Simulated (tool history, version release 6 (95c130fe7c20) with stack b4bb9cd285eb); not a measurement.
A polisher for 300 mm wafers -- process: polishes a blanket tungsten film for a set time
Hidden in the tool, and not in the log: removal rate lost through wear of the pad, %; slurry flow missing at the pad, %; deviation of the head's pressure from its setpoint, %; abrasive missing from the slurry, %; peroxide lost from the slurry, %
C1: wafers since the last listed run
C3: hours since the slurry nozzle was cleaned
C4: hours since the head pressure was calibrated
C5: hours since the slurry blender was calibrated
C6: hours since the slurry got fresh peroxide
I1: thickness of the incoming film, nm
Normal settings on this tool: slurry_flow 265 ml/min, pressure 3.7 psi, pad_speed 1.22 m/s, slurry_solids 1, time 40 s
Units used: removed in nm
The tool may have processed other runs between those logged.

{"run": 1, "hour": 0.0, "slurry_flow": 265, "pressure": 3.7, "pad_speed": 1.22, "slurry_solids": 1, "time": 47, "C1": 0, "wafers polished on this pad": 6, "C3": 87.9, "C4": 772.5, "C5": 176.4, "C6": 248.6, "I1": 1407, "removed": 259.7}
{"run": 2, "hour": 37.2, "slurry_flow": 265, "pressure": 3.7, "pad_speed": 1.22, "slurry_solids": 1, "time": 47, "C1": 498, "wafers polished on this pad": 504, "C3": 125.1, "C4": 809.7, "C5": 213.6, "C6": 285.8, "I1": 1410, "removed": 247.2}
{"run": 3, "hour": 66.4, "slurry_flow": 265, "pressure": 3.7, "pad_speed": 1.22, "slurry_solids": 1, "time": 47, "C1": 391, "wafers polished on this pad": 896, "C3": 154.3, "C4": 838.9, "C5": 242.8, "C6": 315, "I1": 1443.8, "removed": 243.4}
{"hour": 72.2, "done": "slurry tank refilled with fresh slurry and peroxide"}
{"hour": 120.3, "done": "slurry blender recalibrated"}
{"run": 4, "hour": 120.8, "slurry_flow": 265, "pressure": 4.7, "pad_speed": 1.22, "slurry_solids": 0.9, "time": 40, "C1": 688, "wafers polished on this pad": 1584, "C3": 208.7, "C4": 893.3, "C5": 0.5, "C6": 48.6, "I1": 1414.1, "removed": 314.5}
{"run": 5, "hour": 184.4, "slurry_flow": 265, "pressure": 3.7, "pad_speed": 1.22, "slurry_solids": 0.8, "time": 40, "C1": 852, "wafers polished on this pad": 2436, "C3": 272.3, "C4": 956.9, "C5": 64.1, "C6": 112.2, "I1": 1447.4, "removed": 239.1}
{"hour": 196.9, "done": "slurry nozzle cleaned"}
{"run": 6, "hour": 227.2, "slurry_flow": 265, "pressure": 3.7, "pad_speed": 1.22, "slurry_solids": 0.8, "time": 40, "C1": 560, "wafers polished on this pad": 2996, "C3": 30.3, "C4": 999.7, "C5": 106.9, "C6": 155, "I1": 1444, "removed": 237}
{"run": 7, "hour": 291.4, "slurry_flow": 265, "pressure": 3.7, "pad_speed": 1.04, "slurry_solids": 1, "time": 40, "C1": 860, "wafers polished on this pad": 3856, "C3": 94.5, "C4": 1063.9, "C5": 171.1, "C6": 219.2, "I1": 1446.7, "removed": 203.7}
{"hour": 316.5, "done": "worn pad replaced by a new one"}
{"run": 8, "hour": 332.1, "slurry_flow": 265, "pressure": 3.7, "pad_speed": 1.04, "slurry_solids": 1, "time": 40, "C1": 491, "wafers polished on this pad": 209, "C3": 135.2, "C4": 1104.6, "C5": 211.8, "C6": 259.9, "I1": 1426.4, "removed": 192.1}
{"hour": 371.6, "done": "slurry tank refilled with fresh slurry and peroxide"}
{"hour": 381.5, "done": "slurry blender recalibrated"}
{"run": 9, "hour": 385.0, "slurry_flow": 265, "pressure": 3.7, "pad_speed": 1.04, "slurry_solids": 1, "time": 40, "C1": 668, "wafers polished on this pad": 878, "C3": 188.1, "C4": 1157.5, "C5": 3.5, "C6": 13.4, "I1": 1449, "removed": 220.8}
{"run": 10, "hour": 433.9, "slurry_flow": 265, "pressure": 3.7, "pad_speed": 1.22, "slurry_solids": 1, "time": 40, "C1": 655, "wafers polished on this pad": 1533, "C3": 237, "C4": 1206.4, "C5": 52.4, "C6": 62.3, "I1": 1416.9, "removed": 256.3}
{"run": 11, "hour": 464.1, "slurry_flow": 300, "pressure": 3.7, "pad_speed": 1.42, "slurry_solids": 1.25, "time": 40, "C1": 404, "wafers polished on this pad": 1937, "C3": 267.2, "C4": 1236.6, "C5": 82.6, "C6": 92.5, "I1": 1431.2, "removed": 311.9}
{"hour": 471.7, "done": "slurry nozzle cleaned"}
{"hour": 511.8, "done": "head pressure recalibrated"}
{"run": 12, "hour": 521.7, "slurry_flow": 265, "pressure": 3.7, "pad_speed": 1.22, "slurry_solids": 1, "time": 40, "C1": 731, "wafers polished on this pad": 2669, "C3": 50, "C4": 9.9, "C5": 140.2, "C6": 150.1, "I1": 1448.4, "removed": 244.4}
{"run": 13, "hour": 546.0, "slurry_flow": 300, "pressure": 3.7, "pad_speed": 1.22, "slurry_solids": 1, "time": 53, "C1": 325, "wafers polished on this pad": 2994, "C3": 74.3, "C4": 34.2, "C5": 164.5, "C6": 174.4, "I1": 1450.1, "removed": 314.2}
{"run": 14, "hour": 616.5, "slurry_flow": 320, "pressure": 3.7, "pad_speed": 1.5, "slurry_solids": 0.8, "time": 40, "C1": 944, "wafers polished on this pad": 3939, "C3": 144.8, "C4": 104.7, "C5": 235, "C6": 244.9, "I1": 1438.1, "removed": 274.2}
{"hour": 653.2, "done": "worn pad replaced by a new one"}
{"hour": 655.4, "done": "slurry blender recalibrated"}
{"run": 15, "hour": 684.3, "slurry_flow": 265, "pressure": 3.7, "pad_speed": 1.22, "slurry_solids": 1, "time": 40, "C1": 827, "wafers polished on this pad": 390, "C3": 212.6, "C4": 172.5, "C5": 28.9, "C6": 312.7, "I1": 1442.5, "removed": 228.2}
{"hour": 702.5, "done": "slurry tank refilled with fresh slurry and peroxide"}
{"run": 16, "hour": 747.8, "slurry_flow": 265, "pressure": 3.7, "pad_speed": 1.22, "slurry_solids": 1, "time": 40, "C1": 837, "wafers polished on this pad": 1227, "C3": 276.1, "C4": 236, "C5": 92.4, "C6": 45.3, "I1": 1426.9, "removed": 252.9}

Run 17 has not been measured yet. What should we expect?
{"hour": 749.9, "done": "slurry nozzle cleaned"}
{"run": 17, "hour": 772.8, "slurry_flow": 265, "pressure": 3.7, "pad_speed": 1.22, "slurry_solids": 1, "time": 27, "C1": 321, "wafers polished on this pad": 1549, "C3": 22.9, "C4": 261, "C5": 117.4, "C6": 70.3, "I1": 1417.2, "removed": "?"}

{"run 17": {"removed": 167.2}}
With the hidden condition absent and the run-to-run variation left alone, this run would have shown removed 179.6 nm.

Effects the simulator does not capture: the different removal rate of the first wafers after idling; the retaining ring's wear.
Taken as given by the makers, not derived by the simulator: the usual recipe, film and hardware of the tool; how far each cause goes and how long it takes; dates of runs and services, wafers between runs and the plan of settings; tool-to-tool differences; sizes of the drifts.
